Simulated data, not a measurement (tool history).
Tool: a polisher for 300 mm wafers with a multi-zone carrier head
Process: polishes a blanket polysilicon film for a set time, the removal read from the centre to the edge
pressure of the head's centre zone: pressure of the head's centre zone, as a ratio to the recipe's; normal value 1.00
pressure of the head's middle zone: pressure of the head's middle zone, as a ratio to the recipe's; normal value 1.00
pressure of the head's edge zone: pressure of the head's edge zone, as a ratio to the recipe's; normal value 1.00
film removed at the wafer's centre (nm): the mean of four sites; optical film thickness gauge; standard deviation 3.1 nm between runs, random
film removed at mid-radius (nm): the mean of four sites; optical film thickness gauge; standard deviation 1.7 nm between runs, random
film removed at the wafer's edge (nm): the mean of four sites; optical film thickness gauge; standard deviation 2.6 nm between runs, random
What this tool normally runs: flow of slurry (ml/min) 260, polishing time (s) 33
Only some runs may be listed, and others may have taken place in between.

run	hour	flow of slurry (ml/min)	pressure of the head's centre zone	pressure of the head's middle zone	pressure of the head's edge zone	polishing time (s)	incoming thickness of the incoming film, nm	film removed at the wafer's centre (nm)	film removed at mid-radius (nm)	film removed at the wafer's edge (nm)
1	0.0	260	1.00	1.00	1.00	33	2344.4	200.0	191.1	202.9
2	99.7	345	1.06	1.00	1.00	38	2385.7	246.9	225.0	238.5
3	181.5	260	1.00	1.00	0.91	29	2344.8	173.0	164.4	168.1
# hour 205.6: slurry nozzle cleaned
4	219.7	260	1.00	1.00	1.00	21	2390.4	139.5	131.1	134.0
5	260.3	235	1.00	1.00	0.89	25	2379.4	157.9	150.1	148.3
6	346.6	185	1.00	1.00	1.00	33	2356.3	191.9	185.8	201.6
7	436.7	260	0.91	1.08	0.94	27	2394.5	157.7	172.1	167.3
8	479.5	205	0.94	0.89	1.00	21	2381.0	117.1	107.9	127.1
# hour 651.7: worn pad replaced by a new one
9	713.5	260	1.00	1.00	1.00	33	2356.6	199.8	192.9	204.0
10	804.7	260	1.03	0.95	0.94	37	2383.9	227.9	204.3	222.0
11	900.6	200	1.00	1.07	1.09	25	2381.3	140.1	141.3	154.1
# hour 955.1: edge zone pressure recalibrated
12	1002.3	260	1.00	1.00	1.00	33	2382.9	193.8	187.3	203.0
# hour 1005.3: centre zone pressure recalibrated
13	1059.3	260	0.92	1.00	1.00	41	2324.3	229.8	233.1	249.9
# hour 1093.0: slurry nozzle cleaned
# hour 1129.3: carrier head's membrane replaced by a new one
14	1157.1	260	0.92	0.89	1.00	33	2345.5	198.2	182.6	212.3
15	1243.9	260	1.09	1.00	1.00	33	2403.8	226.6	198.5	207.7
16	1294.7	260	1.00	1.00	1.00	33	2396.4	203.9	197.1	206.7
17	1391.3	195	1.00	0.95	0.93	44	2382.6	259.1	231.2	250.9
18	1449.8	260	1.00	1.00	1.00	33	2346.7	205.4	192.5	205.4
# hour 1497.4: worn pad replaced by a new one
19	1554.0	260	1.00	1.00	1.00	33	2363.6	198.4	189.6	207.1
20	1875.9	260	1.00	1.00	1.00	33	2346.4	193.1	189.5	200.6
# hour 1903.9: slurry nozzle cleaned
21	1973.1	260	0.89	1.00	1.00	33	2368.1	194.7	203.5	214.8

5 ways to go on from here, each from the tool as it stands after run 21. What would each give?
A	1973.5	260	1.00	1.00	0.97	33	2386.3	?	?	?
B	1973.5	260	1.00	1.00	0.92	33	2386.3	?	?	?
C	1973.5	325	1.07	1.00	0.88	33	2386.3	?	?	?
D	1973.5	200	1.00	1.00	1.00	33	2386.3	?	?	?
E	1973.5	260	1.12	0.92	0.94	45	2386.3	?	?	?

run	film removed at the wafer's centre (nm)	film removed at mid-radius (nm)	film removed at the wafer's edge (nm)
A	217.3	204.5	206.8
B	217.3	204.5	201.7
C	236.7	210.1	201.8
D	207.1	195.9	203.3
E	325.1	259.9	278.2
With no hidden state in the tool, these same runs would have given:
run	film removed at the wafer's centre (nm)	film removed at mid-radius (nm)	film removed at the wafer's edge (nm)
A	220.7	207.4	209.1
B	220.7	207.4	203.9
C	239.7	212.5	203.6
D	211.6	199.7	206.2
E	330.3	263.6	281.2
